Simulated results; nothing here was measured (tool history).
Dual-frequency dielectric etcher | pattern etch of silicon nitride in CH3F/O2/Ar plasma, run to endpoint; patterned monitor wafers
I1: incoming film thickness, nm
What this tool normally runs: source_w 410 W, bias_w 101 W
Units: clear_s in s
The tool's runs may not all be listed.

Run 1, hour 0.0: usual settings; I1 25.38. Result: clear_s 28.5 s.
Run 2, hour 14.7: usual settings; I1 25.12. Result: clear_s 28.1 s.
Run 3, hour 32.6: usual settings but source_w 440 W, bias_w 107 W; I1 25.38. Result: clear_s 26.9 s.
Run 4, hour 47.6: usual settings but source_w 440 W, bias_w 107 W; I1 25.20. Result: clear_s 26.8 s.
Run 5, hour 54.7: usual settings but source_w 330 W, bias_w 115 W; I1 25.16. Result: clear_s 30.3 s.
Run 6, hour 64.0: usual settings; I1 25.23. Result: clear_s 28.2 s.
At hour 76.0: bias power generator calibrated.
Run 7, hour 76.5: usual settings but bias_w 113 W; I1 25.03. Result: clear_s 27.2 s.
Run 8, hour 83.1: usual settings but source_w 480 W, bias_w 122 W; I1 25.23. Result: clear_s 24.9 s.
At hour 87.2: source power generator calibrated.
At hour 114.3: upper electrode replaced.
At hour 114.6: wet clean of the chamber.
Run 9, hour 115.1: usual settings but source_w 490 W, bias_w 83 W; I1 25.36. Result: clear_s 27.3 s.
Run 10, hour 115.4: usual settings but source_w 440 W, bias_w 91 W; I1 25.34. Result: clear_s 28.1 s.
Run 11, hour 116.1: usual settings but source_w 320 W, bias_w 82 W; I1 25.39. Result: clear_s 33.9 s.
Run 12, hour 131.9: usual settings but source_w 380 W, bias_w 91 W; I1 25.18. Result: clear_s 30.0 s.
Run 13, hour 149.3: usual settings but bias_w 81 W; I1 25.00. Result: clear_s 29.4 s.

Run 14 is up next; what results do you expect?
Run 14, hour 160.8: usual settings; I1 25.43. Result: clear_s ?.

clear_s: 28.5 s
If the tool had no hidden condition, the same run with the same run-to-run variation would have returned clear_s 28.5 s.
